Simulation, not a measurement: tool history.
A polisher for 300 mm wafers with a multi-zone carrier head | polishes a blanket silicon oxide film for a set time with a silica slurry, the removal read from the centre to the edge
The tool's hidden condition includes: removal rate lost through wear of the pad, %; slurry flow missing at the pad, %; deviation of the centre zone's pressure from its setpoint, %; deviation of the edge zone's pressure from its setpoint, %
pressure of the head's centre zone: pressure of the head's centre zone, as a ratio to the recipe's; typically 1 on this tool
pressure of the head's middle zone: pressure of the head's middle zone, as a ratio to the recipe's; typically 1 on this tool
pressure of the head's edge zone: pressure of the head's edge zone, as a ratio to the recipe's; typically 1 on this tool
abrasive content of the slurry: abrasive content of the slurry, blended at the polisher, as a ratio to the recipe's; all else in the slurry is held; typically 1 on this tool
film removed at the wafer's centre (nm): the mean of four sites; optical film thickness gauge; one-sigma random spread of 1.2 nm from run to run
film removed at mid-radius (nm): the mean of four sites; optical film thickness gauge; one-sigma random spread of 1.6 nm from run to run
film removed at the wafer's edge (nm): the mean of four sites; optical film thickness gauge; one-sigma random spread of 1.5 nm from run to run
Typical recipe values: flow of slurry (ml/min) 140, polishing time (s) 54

run   hour  flow of slurry (ml/min)  pressure of the head's centre zone  pressure of the head's middle zone  pressure of the head's edge zone  abrasive content of the slurry  polishing time (s)  wafers since the last listed run  wafers polished on this pad  hours since the slurry nozzle was cleaned  hours since the centre zone pressure was calibrated  hours since the edge zone pressure was calibrated  hours since the carrier head's membrane was replaced  incoming thickness of the incoming film, nm  film removed at the wafer's centre (nm)  film removed at mid-radius (nm)  film removed at the wafer's edge (nm)
  1      0                      140                                1.04                                   1                                 1                               1                  54                                 0                          823                                      391.7                                                580.2                                              308.5                                                1477.9                                       1407.2                                    123.6                            120.3                                  122.3
  2   33.8                      140                                1.04                                   1                                 1                               1                  54                               391                         1215                                      425.5                                                  614                                              342.3                                                1511.7                                       1427.8                                    123.1                            120.8                                  119.3
  3   86.5                      140                                1.09                                   1                              1.04                               1                  54                               610                         1826                                      478.2                                                666.7                                                395                                                1564.4                                       1419.1                                    125.2                            116.3                                  117.7
     127.8  -- worn pad replaced by a new one
  4  148.1                      140                                1.09                                   1                              1.04                               1                  54                               667                          234                                      539.8                                                728.3                                              456.6                                                  1626                                       1421.3                                      132                            121.8                                  124.3
  5  177.2                      140                                1.09                                   1                              1.04                               1                  54                               337                          572                                      568.9                                                757.4                                              485.7                                                1655.1                                       1436.5                                    130.8                            119.8                                  124.1
  6  246.5                      140                                   1                                   1                                 1                               1                  54                               803                         1375                                      638.2                                                826.7                                                555                                                1724.4                                       1428.2                                    117.2                            115.6                                  118.8
  7  273.4                      140                                   1                                   1                                 1                               1                  54                               311                         1687                                      665.1                                                853.6                                              581.9                                                1751.3                                       1430.5                                    114.8                            115.4                                  116.1
     280.7  -- edge zone pressure recalibrated
     312.2  -- slurry nozzle cleaned
     323.5  -- carrier head's membrane replaced by a new one
       335  -- worn pad replaced by a new one
  8  342.3                      140                                   1                                   1                                 1                               1                  54                               659                           84                                       30.1                                                922.5                                               61.6                                                  18.8                                       1414.8                                    123.2                            122.6                                  121.1
  9  400.9                      140                                   1                                   1                                 1                               1                  54                               679                          763                                       88.7                                                981.1                                              120.2                                                  77.4                                       1426.9                                    121.4                            120.4                                  121.4
 10  450.8                      140                                   1                                   1                                 1                               1                  54                               578                         1341                                      138.6                                                 1031                                              170.1                                                 127.3                                       1420.2                                      116                            121.3                                  114.6
 11  489.5                      165                                   1                                   1                                 1                             1.3                  54                               448                         1789                                      177.3                                               1069.7                                              208.8                                                   166                                         1419                                    129.4                            124.8                                  126.9
     503.3  -- worn pad replaced by a new one
 12  551.5                      175                                   1                                1.04                                 1                               1                  54                               672                          558                                      239.3                                               1131.7                                              270.8                                                   228                                       1418.7                                    126.7                            128.6                                  125.5
 13  598.7                      140                                   1                                   1                                 1                               1                  54                               547                         1105                                      286.5                                               1178.9                                                318                                                 275.2                                         1424                                      120                            117.9                                  118.4
     637.9  -- centre zone pressure recalibrated
 14  638.8                      120                                   1                                   1                                 1                               1                  65                               441                         1547                                      326.6                                                  0.9                                              358.1                                                 315.3                                       1419.7                                    137.2                            138.5                                  136.8
     695.9  -- worn pad replaced by a new one
 15  696.7                      140                                1.09                                   1                              1.04                               1                  54                               624                            8                                      384.5                                                 58.8                                                416                                                 373.2                                       1421.8                                    135.6                            122.3                                  123.7
 16  746.8                      140                                   1                                 1.1                                 1                               1                  72                               580                          589                                      434.6                                                108.9                                              466.1                                                 423.3                                       1418.4                                    162.3                            176.4                                  161.8
     760.9  -- edge zone pressure recalibrated
 17  789.4                      140                                   1                                   1                              1.09                               1                  54                               470                         1060                                      477.2                                                151.5                                               28.5                                                 465.9                                       1400.6                                    119.3                            118.6                                  124.1
 18  851.7                      140                                   1                                1.09                              0.95                             0.7                  64                               722                         1782                                      539.5                                                213.8                                               90.8                                                 528.2                                         1409                                    126.8                            132.9                                    122
     882.2  -- worn pad replaced by a new one
 19  906.9                      140                                 1.1                                   1                                 1                               1                  54                               593                          286                                      594.7                                                  269                                                146                                                 583.4                                       1437.7                                    134.5                            123.9                                  119.4
 20  968.6                      140                                1.04                                   1                                 1                               1                  54                               715                         1001                                      656.4                                                330.7                                              207.7                                                 645.1                                       1426.8                                    122.5                            118.5                                  116.9

Alternative continuations, all from the tool just after run 20; predict every row:
  A   969                      140                                   1                                   1                                 1                               1                  65                                 4                         1005                                      656.8                                                331.1                                              208.1                                                 645.5                                       1403.5                                        ?                                ?                                      ?
  B   969                      140                                   1                                   1                                 1                               1                  36                                 4                         1005                                      656.8                                                331.1                                              208.1                                                 645.5                                       1403.5                                        ?                                ?                                      ?
  C   969                      105                                0.95                                 1.1                                 1                               1                  70                                 4                         1005                                      656.8                                                331.1                                              208.1                                                 645.5                                       1403.5                                        ?                                ?                                      ?
  D   969                      140                                   1                                0.89                              1.08                               1                  54                                 4                         1005                                      656.8                                                331.1                                              208.1                                                 645.5                                       1403.5                                        ?                                ?                                      ?
  E   969                      185                                   1                                   1                                 1                               1                  62                                 4                         1005                                      656.8                                                331.1                                              208.1                                                 645.5                                       1403.5                                        ?                                ?                                      ?

run  film removed at the wafer's centre (nm)  film removed at mid-radius (nm)  film removed at the wafer's edge (nm)
  A                                    141.5                            143.6                                  144.4
  B                                     78.4                             79.5                                     80
  C                                      134                            156.1                                  148.1
  D                                    117.5                            108.8                                  124.5
  E                                    142.8                              144                                  142.7
Take away the tool's hidden state, keep each run's random variation, and the runs would have read:
run  film removed at the wafer's centre (nm)  film removed at mid-radius (nm)  film removed at the wafer's edge (nm)
  A                                    147.2                            149.5                                  150.2
  B                                     81.5                             82.8                                   83.2
  C                                    139.5                            162.5                                  154.1
  D                                    122.2                            113.2                                  129.5
  E                                    148.6                            149.8                                  148.6
